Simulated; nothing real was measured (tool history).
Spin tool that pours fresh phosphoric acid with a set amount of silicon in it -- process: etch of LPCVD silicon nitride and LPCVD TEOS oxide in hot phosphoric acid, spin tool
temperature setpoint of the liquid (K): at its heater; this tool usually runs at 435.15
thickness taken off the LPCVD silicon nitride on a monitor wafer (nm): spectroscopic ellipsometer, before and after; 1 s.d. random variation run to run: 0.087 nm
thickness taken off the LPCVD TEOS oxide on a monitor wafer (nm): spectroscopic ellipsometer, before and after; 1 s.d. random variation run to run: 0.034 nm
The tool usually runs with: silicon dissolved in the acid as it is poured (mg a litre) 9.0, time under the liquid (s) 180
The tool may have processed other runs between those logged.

run,hour,temperature setpoint of the liquid (K),silicon dissolved in the acid as it is poured (mg a litre),time under the liquid (s),"read-back film thickness of the LPCVD silicon nitride reference wafer, read on the same gauge (nm)","read-back film thickness of the LPCVD TEOS oxide reference wafer, read on the same gauge (nm)",thickness taken off the LPCVD silicon nitride on a monitor wafer (nm),thickness taken off the LPCVD TEOS oxide on a monitor wafer (nm)
1,0.0,435.15,9.0,130,110.00,60.001,11.98,1.092
2,17.5,435.15,9.0,130,109.97,60.014,11.98,1.107
3,35.1,435.15,9.0,130,110.01,59.999,12.00,1.162
4,44.1,435.15,9.0,225,110.00,60.014,20.56,1.886
5,58.5,435.15,9.0,225,109.99,60.000,20.91,1.886
6,73.2,435.15,9.0,225,109.98,59.998,21.10,1.812
7,90.4,435.15,9.0,180,110.00,60.001,16.59,1.550
8,101.5,435.15,5.5,85,110.00,60.005,7.86,0.785
9,116.0,433.15,4.5,240,110.00,59.985,20.77,1.993
10,123.9,435.15,9.0,180,110.00,59.996,16.76,1.540
# hour 134.0: heated supply line repaired
11,139.8,435.15,6.0,180,110.02,60.030,16.88,1.620
12,146.8,435.15,9.0,180,110.00,60.012,16.76,1.554
# hour 158.1: dissolved silicon flow meter replaced
13,162.9,435.15,9.0,180,110.01,60.028,16.72,1.538
# hour 167.6: thermometer replaced
14,171.5,432.65,12.5,180,110.04,60.001,14.34,1.011
15,189.0,435.15,12.0,180,109.98,59.987,15.61,1.262
# hour 192.1: gauge calibrated
16,203.1,436.15,5.5,240,109.98,60.010,21.36,1.936

Run 17 is up next; what results do you expect?
17,213.7,435.15,9.0,95,?,?,?,?

{"run 17": {"read-back film thickness of the LPCVD silicon nitride reference wafer, read on the same gauge (nm)": 110.01, "read-back film thickness of the LPCVD TEOS oxide reference wafer, read on the same gauge (nm)": 60.008, "thickness taken off the LPCVD silicon nitride on a monitor wafer (nm)": 8.22, "thickness taken off the LPCVD TEOS oxide on a monitor wafer (nm)": 0.694}}
With no hidden state in the tool, this same run would have given thickness taken off the LPCVD silicon nitride on a monitor wafer (nm) 8.18, thickness taken off the LPCVD TEOS oxide on a monitor wafer (nm) 0.686.

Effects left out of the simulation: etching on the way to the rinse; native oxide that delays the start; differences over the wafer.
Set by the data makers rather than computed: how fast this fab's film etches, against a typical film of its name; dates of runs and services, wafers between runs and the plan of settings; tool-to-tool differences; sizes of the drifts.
